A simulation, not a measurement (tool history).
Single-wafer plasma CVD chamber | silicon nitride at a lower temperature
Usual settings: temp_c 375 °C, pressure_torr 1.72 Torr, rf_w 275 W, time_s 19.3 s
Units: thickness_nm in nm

run     day  temp_c  pressure_torr  rf_w  time_s  wafers since the last listed run  hours since the last thermocouple change  hours since the last RF generator calibration  hours since the last manometer calibration  hours since the showerhead was replaced  hours since the gauge calibration  read-back reference wafer on the same gauge, thickness_nm  thickness_nm
  1   0.000     375           1.72   275    19.3                                 0                                    1262.9                                         1862.3                                       460.4                                   3617.6                             2699.0                                                     24.892        20.496
  2   4.229     375           1.72   275    19.3                              1818                                    1364.4                                         1963.8                                       561.9                                   3719.1                             2800.5                                                     24.896        20.445
      8.079  -- showerhead replaced
  3   8.121     375           1.72   275    19.3                              1529                                    1457.8                                         2057.2                                       655.3                                      1.0                             2893.9                                                     24.902        20.410
  4  11.933     386           1.72   275    19.3                              1639                                    1549.3                                         2148.7                                       746.8                                     92.5                             2985.4                                                     24.902        20.218
     14.029  -- RF generator calibrated
  5  14.617     386           1.72   275    19.3                              1010                                    1613.7                                           14.1                                       811.2                                    156.9                             3049.8                                                     24.894        21.075
  6  16.262     375           1.72   275    19.3                               707                                    1653.2                                           53.6                                       850.7                                    196.4                             3089.3                                                     24.912        21.158
     20.558  -- capacitance manometer re-zeroed and calibrated
  7  23.346     375           1.72   275    21.3                              2901                                    1823.2                                          223.6                                        66.9                                    366.4                             3259.3                                                     24.913        23.183
  8  25.562     375           1.72   275    21.3                               952                                    1876.4                                          276.8                                       120.1                                    419.6                             3312.5                                                     24.918        22.993
     28.221  -- thermocouple changed; heater temperature recalibrated
  9  29.808     375           1.72   275    19.3                              1682                                      38.1                                          378.7                                       222.0                                    521.5                             3414.4                                                     24.887        20.948
 10  33.150     382           1.72   320    15.5                              1436                                     118.3                                          458.9                                       302.2                                    601.7                             3494.6                                                     24.889        18.249
 11  35.612     375           1.72   275    21.3                              1058                                     177.4                                          518.0                                       361.3                                    660.8                             3553.7                                                     24.918        22.947
 12  39.667     375           2.12   230    19.3                              1742                                     274.7                                          615.3                                       458.6                                    758.1                             3651.0                                                     24.911        19.417
 13  43.100     387           1.46   315    18.2                              1476                                     357.1                                          697.7                                       541.0                                    840.5                             3733.4                                                     24.901        20.511
 14  46.658     389           1.72   275    20.7                              1529                                     442.5                                          783.1                                       626.4                                    925.9                             3818.8                                                     24.893        21.902
 15  48.388     383           2.05   315    16.8                               743                                     484.0                                          824.6                                       667.9                                    967.4                             3860.3                                                     24.897        20.232
 16  51.796     375           1.88   275    19.3                              1465                                     565.8                                          906.4                                       749.7                                   1049.2                             3942.1                                                     24.893        21.107
 17  54.067     368           1.89   310    22.5                               976                                     620.3                                          960.9                                       804.2                                   1103.7                             3996.6                                                     24.911        26.539
 18  56.617     375           1.72   275    19.3                              1096                                     681.5                                         1022.1                                       865.4                                   1164.9                             4057.8                                                     24.922        20.678
     59.058  -- gauge calibrated
 19  60.825     375           1.72   275    20.7                              1809                                     782.5                                         1123.1                                       966.4                                   1265.9                               42.4                                                     24.881        22.027
     61.808  -- capacitance manometer re-zeroed and calibrated
 20  63.358     375           1.72   305    19.3                               945                                     843.3                                         1183.9                                        37.2                                   1326.7                              103.2                                                     24.898        21.939
 21  75.150     380           1.72   275    18.2                              5069                                    1126.3                                         1466.9                                       320.2                                   1609.7                              386.2                                                     24.907        19.335
 22  77.817     375           1.72   295    19.3                              1146                                    1190.3                                         1530.9                                       384.2                                   1673.7                              450.2                                                     24.889        21.457

The next listed run, before its measurement:
 23  81.708     375           1.72   275    21.1                              1673                                    1283.7                                         1624.3                                       477.6                                   1767.1                              543.6                                                          ?             ?

Run 23 gave read-back reference wafer on the same gauge, thickness_nm 24.904, thickness_nm 22.447 nm.
Without the tool's hidden state the same run would have given thickness_nm 23.118 nm.

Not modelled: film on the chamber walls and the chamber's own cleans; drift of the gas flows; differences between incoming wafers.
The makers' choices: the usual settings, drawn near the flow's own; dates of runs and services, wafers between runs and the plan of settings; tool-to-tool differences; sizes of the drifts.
